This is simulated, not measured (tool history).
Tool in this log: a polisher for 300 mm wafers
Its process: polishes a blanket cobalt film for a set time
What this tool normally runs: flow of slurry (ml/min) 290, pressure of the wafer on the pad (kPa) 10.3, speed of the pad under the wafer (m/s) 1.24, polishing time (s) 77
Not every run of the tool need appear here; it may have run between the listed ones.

| run | hour | flow of slurry (ml/min) | pressure of the wafer on the pad (kPa) | speed of the pad under the wafer (m/s) | polishing time (s) | incoming thickness of the incoming film, nm | film removed (angstrom) |
|---|---|---|---|---|---|---|---|
| 1 | 0.0 | 225 | 10.3 | 1.24 | 77 | 1016.8 | 2777 |
|  | 4.6 | worn pad replaced by a new one |
| 2 | 32.5 | 225 | 10.3 | 1.24 | 77 | 993.6 | 2885 |
|  | 70.3 | worn pad replaced by a new one |
| 3 | 85.7 | 290 | 11.7 | 1.24 | 77 | 1026.7 | 3442 |
| 4 | 99.3 | 290 | 11.7 | 1.24 | 77 | 1029.8 | 3380 |
|  | 126.7 | worn pad replaced by a new one |
|  | 133.1 | head pressure recalibrated |
| 5 | 140.9 | 290 | 11.7 | 1.24 | 77 | 1011.3 | 3610 |
| 6 | 155.8 | 290 | 10.3 | 1.24 | 77 | 1028.3 | 2971 |
| 7 | 169.3 | 290 | 10.3 | 1.24 | 77 | 996.7 | 2956 |
| 8 | 182.6 | 290 | 10.3 | 1.24 | 62 | 1016.4 | 2361 |
|  | 185.3 | slurry nozzle cleaned |
|  | 188.8 | worn pad replaced by a new one |
| 9 | 196.2 | 290 | 10.3 | 1.24 | 77 | 1008.9 | 3019 |
| 10 | 213.6 | 245 | 8.3 | 1.46 | 77 | 1020.0 | 2776 |
| 11 | 220.4 | 290 | 9.0 | 1.24 | 77 | 998.6 | 2506 |
| 12 | 226.8 | 220 | 13.1 | 0.90 | 62 | 1001.5 | 2126 |
| 13 | 238.3 | 370 | 11.0 | 1.24 | 104 | 1024.3 | 4310 |
| 14 | 245.1 | 260 | 7.6 | 1.24 | 77 | 1011.2 | 2102 |

Table of differences, measured result less the result of that run with no hidden state. Run-to-run variation is the same in both. Gauge scatter possibly is not:
What the log doesn't record here: removal rate lost through wear of the pad, %; slurry flow missing at the pad, %; deviation of the head's pressure from its setpoint, %.
| run | film removed (angstrom) |
|---|---|
| 1 | -276 |
| 2 | -167 |
| 3 | -112 |
| 4 | -179 |
| 5 | -73 |
| 6 | -126 |
| 7 | -187 |
| 8 | -199 |
| 9 | -77 |
| 10 | -143 |
| 11 | -156 |
| 12 | -154 |
| 13 | -392 |
| 14 | -215 |
